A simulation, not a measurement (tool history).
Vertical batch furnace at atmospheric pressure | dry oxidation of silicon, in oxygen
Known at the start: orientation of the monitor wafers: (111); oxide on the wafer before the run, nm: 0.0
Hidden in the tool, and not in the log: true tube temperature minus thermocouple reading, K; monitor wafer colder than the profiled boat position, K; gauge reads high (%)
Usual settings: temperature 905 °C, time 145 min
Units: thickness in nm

run   hour  temperature   time  wafers since the last listed run  hours since the last temperature calibration  hours since the boat lift was adjusted  hours since the gauge calibration  read-back reference wafer on the same gauge, thickness  thickness
  1      0          905    145                                 0                                        2448.7                                    2352                              404.1                                                   50.82      55.93
  2   33.8          905    145                               307                                        2482.5                                  2385.8                              437.9                                                   50.77      55.85
  3   61.9          905    145                               255                                        2510.6                                  2413.9                                466                                                   50.79       55.9
  4   79.8          910  119.5                               162                                        2528.5                                  2431.8                              483.9                                                   50.82      51.38
  5  126.7          905    145                               426                                        2575.4                                  2478.7                              530.8                                                   50.81      55.61
  6  158.8          905    145                               292                                        2607.5                                  2510.8                              562.9                                                   50.81      55.73
  7  183.5          905    145                               224                                        2632.2                                  2535.5                              587.6                                                    50.8      55.47
  8  196.8          905    145                               121                                        2645.5                                  2548.8                              600.9                                                   50.78      55.79
  9  229.8          915    145                               300                                        2678.5                                  2581.8                              633.9                                                   50.81      61.45
 10  261.2          905    145                               285                                        2709.9                                  2613.2                              665.3                                                   50.78      55.59
 11  280.5          905    145                               175                                        2729.2                                  2632.5                              684.6                                                   50.83      55.49
     282.4  -- gauge calibrated
 12  309.4          905  102.5                               263                                        2758.1                                  2661.4                                 27                                                   50.79      43.62
     334.1  -- thermocouples replaced and temperature profile calibrated
 13  342.6          905    145                                83                                           8.5                                  2694.6                               60.2                                                   50.78      55.33
 14  364.1          891    100                               195                                            30                                  2716.1                               81.7                                                   50.82      37.23
     401.9  -- boat lift adjusted
 15  402.4          930    107                               130                                          68.3                                     0.5                                120                                                    50.8       58.8
 16  423.9          914  116.5                               195                                          89.8                                      22                              141.5                                                   50.81      53.42
 17  448.2          905    145                               221                                         114.1                                    46.3                              165.8                                                    50.8      57.29
 18  483.3          905    145                               319                                         149.2                                    81.4                              200.9                                                   50.79      57.11
 19  510.6          884    124                               248                                         176.5                                   108.7                              228.2                                                   50.81      41.21
 20  531.3          905    145                               188                                         197.2                                   129.4                              248.9                                                   50.77      57.13
 21  550.9          892  101.5                               178                                         216.8                                     149                              268.5                                                   50.79      38.97
 22  566.1          926  179.5                               138                                           232                                   164.2                              283.7                                                   50.77      81.44
 23  599.5          905  121.5                               304                                         265.4                                   197.6                              317.1                                                    50.8      50.49
 24    628          905  101.5                               259                                         293.9                                   226.1                              345.6                                                   50.76      44.56
 25  658.6          928  178.5                               278                                         324.5                                   256.7                              376.2                                                   50.82      82.31

5 ways to go on from here, each from the tool as it stands after run 25. What would each give?
  A  664.6          926    145                                54                                         330.5                                   262.7                              382.2                                                       ?          ?
  B  664.6          926  120.5                                54                                         330.5                                   262.7                              382.2                                                       ?          ?
  C  664.6          927    145                                54                                         330.5                                   262.7                              382.2                                                       ?          ?
  D  664.6          913    145                                54                                         330.5                                   262.7                              382.2                                                       ?          ?
  E  664.6          898  176.5                                54                                         330.5                                   262.7                              382.2                                                       ?          ?

run  read-back reference wafer on the same gauge, thickness  thickness
  A                                                   50.79      70.08
  B                                                   50.79      61.63
  C                                                   50.79      70.73
  D                                                   50.79      61.72
  E                                                   50.79      60.78
Without the tool's hidden state the same runs would have given:
run  thickness
  A      70.87
  B      62.33
  C      71.52
  D      62.48
  E      61.54
